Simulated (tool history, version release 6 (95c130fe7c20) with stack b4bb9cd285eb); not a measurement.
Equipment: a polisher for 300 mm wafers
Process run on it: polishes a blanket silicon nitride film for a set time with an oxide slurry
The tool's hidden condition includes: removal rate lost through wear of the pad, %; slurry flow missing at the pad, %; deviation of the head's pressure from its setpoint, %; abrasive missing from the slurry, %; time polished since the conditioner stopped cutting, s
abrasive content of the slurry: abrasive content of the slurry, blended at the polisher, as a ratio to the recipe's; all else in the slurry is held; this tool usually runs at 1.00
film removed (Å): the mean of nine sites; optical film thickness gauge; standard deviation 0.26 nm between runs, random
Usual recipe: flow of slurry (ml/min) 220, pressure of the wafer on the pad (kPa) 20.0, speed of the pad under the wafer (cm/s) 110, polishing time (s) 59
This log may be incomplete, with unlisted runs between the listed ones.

run	hour	flow of slurry (ml/min)	pressure of the wafer on the pad (kPa)	speed of the pad under the wafer (cm/s)	abrasive content of the slurry	polishing time (s)	wafers since the last listed run	wafers polished on this pad	hours since the slurry nozzle was cleaned	hours since the head pressure was calibrated	hours since the slurry blender was calibrated	hours since the conditioning disc was replaced	incoming thickness of the incoming film, nm	film removed (Å)
1	0.0	220	20.0	110	1.00	59	0	1746	30.4	88.1	62.4	116.3	291.0	337
2	43.6	255	23.4	72	1.00	45	508	2255	74.0	131.7	106.0	159.9	290.4	252
3	81.7	220	24.8	128	1.25	50	444	2699	112.1	169.8	144.1	198.0	287.1	383
4	108.3	190	20.0	110	1.00	59	310	3009	138.7	196.4	170.7	224.6	291.1	320
5	269.5	160	17.9	86	1.00	68	1879	4889	299.9	357.6	331.9	385.8	290.5	298
6	319.1	285	20.0	80	0.80	66	578	5468	349.5	407.2	381.5	435.4	288.4	319
# hour 336.9: conditioning disc replaced and pad reconditioned
# hour 340.9: worn pad replaced by a new one
7	363.1	220	15.2	110	1.00	40	443	258	393.5	451.2	425.5	26.2	287.6	196
8	432.6	260	20.0	80	0.90	48	810	1069	463.0	520.7	495.0	95.7	287.4	244
9	482.6	220	20.0	110	1.00	59	583	1652	513.0	570.7	545.0	145.7	293.1	345
# hour 510.0: slurry nozzle cleaned
# hour 523.8: slurry blender recalibrated
10	553.9	220	20.0	110	1.00	76	796	2448	43.9	642.0	30.1	217.0	294.1	441
11	623.5	240	26.2	82	1.10	59	811	3260	113.5	711.6	99.7	286.6	294.2	384
12	676.1	220	20.0	110	1.00	78	613	3873	166.1	764.2	152.3	339.2	289.3	452
# hour 693.4: head pressure recalibrated
13	735.7	220	20.0	132	1.00	59	671	4545	225.7	42.3	211.9	398.8	289.4	354
14	806.7	220	17.9	80	1.00	59	827	5373	296.7	113.3	282.9	469.8	287.1	279
# hour 840.2: conditioning disc replaced and pad reconditioned
15	852.9	255	20.0	110	0.75	59	515	5888	342.9	159.5	329.1	12.7	292.9	299
# hour 899.4: worn pad replaced by a new one
16	899.9	220	20.0	110	1.00	59	501	5	389.9	206.5	376.1	59.7	287.3	341
17	959.2	220	24.1	110	0.85	59	691	697	449.2	265.8	435.4	119.0	289.1	348
18	992.6	220	20.0	110	1.25	66	389	1086	482.6	299.2	468.8	152.4	286.4	412
19	1018.8	280	15.2	110	0.85	43	305	1392	508.8	325.4	495.0	178.6	286.9	203
# hour 1040.4: slurry nozzle cleaned
20	1058.0	220	22.8	110	0.90	59	445	1837	17.6	364.6	534.2	217.8	290.9	352
# hour 1085.5: slurry blender recalibrated
21	1098.2	220	20.0	110	1.00	59	445	2283	57.8	404.8	12.7	258.0	290.0	338
22	1165.4	170	14.5	72	1.00	70	783	3066	125.0	472.0	79.9	325.2	294.1	266
23	1223.8	255	20.0	88	1.00	59	681	3747	183.4	530.4	138.3	383.6	285.7	320
24	1273.0	220	20.0	110	1.00	59	573	4321	232.6	579.6	187.5	432.8	295.3	342
# hour 1281.2: conditioning disc replaced and pad reconditioned
25	1315.8	220	20.0	110	1.00	59	475	4797	275.4	622.4	230.3	34.6	287.8	337

Predict each of these 4 candidate next runs independently; none follows another, all start after run 25:
A	1316.2	220	14.5	110	1.00	59	4	4802	275.8	622.8	230.7	35.0	288.6	?
B	1316.2	220	22.1	110	1.00	65	4	4802	275.8	622.8	230.7	35.0	288.6	?
C	1316.2	220	20.0	110	0.85	59	4	4802	275.8	622.8	230.7	35.0	288.6	?
D	1316.2	220	20.0	110	1.00	44	4	4802	275.8	622.8	230.7	35.0	288.6	?

run	film removed (Å)
A	282
B	398
C	315
D	253
Without the tool's unlogged condition, the same runs would have read:
run	film removed (Å)
A	275
B	387
C	307
D	246

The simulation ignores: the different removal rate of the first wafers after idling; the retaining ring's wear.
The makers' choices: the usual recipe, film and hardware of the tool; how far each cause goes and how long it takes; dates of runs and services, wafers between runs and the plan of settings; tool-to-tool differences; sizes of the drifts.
